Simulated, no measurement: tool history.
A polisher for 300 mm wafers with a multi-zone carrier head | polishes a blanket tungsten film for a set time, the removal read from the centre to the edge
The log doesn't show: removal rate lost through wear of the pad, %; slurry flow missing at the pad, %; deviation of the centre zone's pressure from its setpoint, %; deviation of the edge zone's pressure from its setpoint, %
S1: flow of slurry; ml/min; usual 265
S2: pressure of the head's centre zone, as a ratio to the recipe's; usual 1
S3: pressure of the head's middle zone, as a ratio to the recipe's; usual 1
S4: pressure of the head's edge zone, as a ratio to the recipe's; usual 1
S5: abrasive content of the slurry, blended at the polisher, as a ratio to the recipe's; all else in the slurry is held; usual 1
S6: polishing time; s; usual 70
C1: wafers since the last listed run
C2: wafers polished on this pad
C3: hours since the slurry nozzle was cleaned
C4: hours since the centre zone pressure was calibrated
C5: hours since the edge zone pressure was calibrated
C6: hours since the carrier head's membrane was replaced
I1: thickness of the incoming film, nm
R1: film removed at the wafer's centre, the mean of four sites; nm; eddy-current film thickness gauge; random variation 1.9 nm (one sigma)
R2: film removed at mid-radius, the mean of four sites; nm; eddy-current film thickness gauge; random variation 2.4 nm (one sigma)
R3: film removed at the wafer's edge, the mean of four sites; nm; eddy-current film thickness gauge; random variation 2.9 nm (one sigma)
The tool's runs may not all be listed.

run    hour   S1    S2    S3    S4   S5  S6    C1    C2     C3     C4     C5     C6      I1     R1     R2     R3
  1       0  265  1.05     1     1    1  70     0  3026  572.8    4.4  397.1  116.2  1581.3  304.1  294.4  297.4
       56.9  -- worn pad replaced by a new one
       75.5  -- slurry nozzle cleaned
  2   195.3  265  1.05     1     1    1  70  2663  1923  119.8  199.7  592.4  311.5  1582.9  314.7  303.6  306.3
      214.7  -- edge zone pressure recalibrated
  3   254.8  265     1     1     1    1  70   804  2728  179.3  259.2   40.1    371  1574.6  289.7  293.5  300.9
  4   311.9  265     1     1     1    1  70   799  3527  236.4  316.3   97.2  428.1  1580.4  283.8  288.7  292.8
  5   360.8  265     1     1     1    1  70   684  4212  285.3  365.2  146.1    477  1575.2  279.6  284.5  286.5
      368.2  -- worn pad replaced by a new one
  6   422.4  265     1     1     1    1  70   806   758  346.9  426.8  207.7  538.6    1584  301.6  305.8  308.4
      433.2  -- centre zone pressure recalibrated
  7   485.7  265     1     1     1    1  70   858  1616  410.2   52.5    271  601.9  1581.1  298.4  305.6  307.1
  8   535.4  265     1     1     1    1  70   695  2312  459.9  102.2  320.7  651.6    1575  292.2  299.4  300.9
  9   571.3  265     1     1     1    1  70   502  2814  495.8  138.1  356.6  687.5  1556.4  294.6  293.2  301.7
 10   605.7  180   1.1     1  0.93  1.1  70   481  3296  530.2  172.5    391  721.9  1598.2  298.8    278  276.7
      663.8  -- worn pad replaced by a new one
 11   764.6  265  1.07  1.06     1    1  70  2168  1410  689.1  331.4  549.9  880.8  1576.2  319.6    321  308.7
      769.5  -- slurry nozzle cleaned
      816.5  -- carrier head's membrane replaced by a new one
 12   831.6  265     1     1     1    1  70   853  2264   62.1  398.4  616.9   15.1  1602.4  295.6  299.2  302.2
 13   888.7  265     1     1     1    1  50   799  3063  119.2  455.5    674   72.2    1568  206.9  206.2  213.7
      905.2  -- edge zone pressure recalibrated
      912.7  -- centre zone pressure recalibrated
      930.5  -- worn pad replaced by a new one
 14     943  300     1     1  1.05    1  70   648   175  173.5   30.3   37.8  126.5  1570.2  307.4  313.2  319.5
 15   975.7  265     1     1     1    1  70   457   632  206.2     63   70.5  159.2  1587.8  301.9  306.2  310.1
 16  1047.3  265     1     1     1  1.2  70  1002  1634  277.8  134.6  142.1  230.8  1605.8  307.6  309.8  315.6
 17  1099.4  265     1     1     1    1  70   729  2364  329.9  186.7  194.2  282.9  1575.5  297.3  298.7  296.9
 18  1163.1  265   1.1     1     1    1  86   891  3255  393.6  250.4  257.9  346.6  1570.2  394.8  362.9  362.6
     1195.4  -- worn pad replaced by a new one
 19  1195.9  265     1     1     1    1  61   403     6  426.4  283.2  290.7  379.4  1587.6  260.3  265.7  270.7
 20  1240.2  265  1.03     1     1  1.2  83   620   626  470.7  327.5    335  423.7  1590.8  375.5  365.3    380

5 ways to go on from here, each from the tool as it stands after run 20. What would each give?
  A  1240.6  265   1  1.04     1    1  70   5  632  471.1  327.9  335.4  424.1  1571.9   ?   ?   ?
  B  1240.6  185   1     1     1  1.1  70   5  632  471.1  327.9  335.4  424.1  1571.9   ?   ?   ?
  C  1240.6  265   1     1  1.08    1  70   5  632  471.1  327.9  335.4  424.1  1571.9   ?   ?   ?
  D  1240.6  265   1     1  1.09    1  70   5  632  471.1  327.9  335.4  424.1  1571.9   ?   ?   ?
  E  1240.6  265   1     1     1  0.9  70   5  632  471.1  327.9  335.4  424.1  1571.9   ?   ?   ?

run     R1     R2     R3
  A  299.8  310.2  307.9
  B  286.3  288.5  300.3
  C  299.8  300.1  319.3
  D  299.8  300.1  320.6
  E  295.2  295.5  303.4
Without the tool's hidden state the same runs would have given:
run     R1     R2     R3
  A  302.3  312.8  310.5
  B  288.7  290.9  302.8
  C  302.2  302.5  321.9
  D  302.2  302.5  323.3
  E  297.6    298  305.9
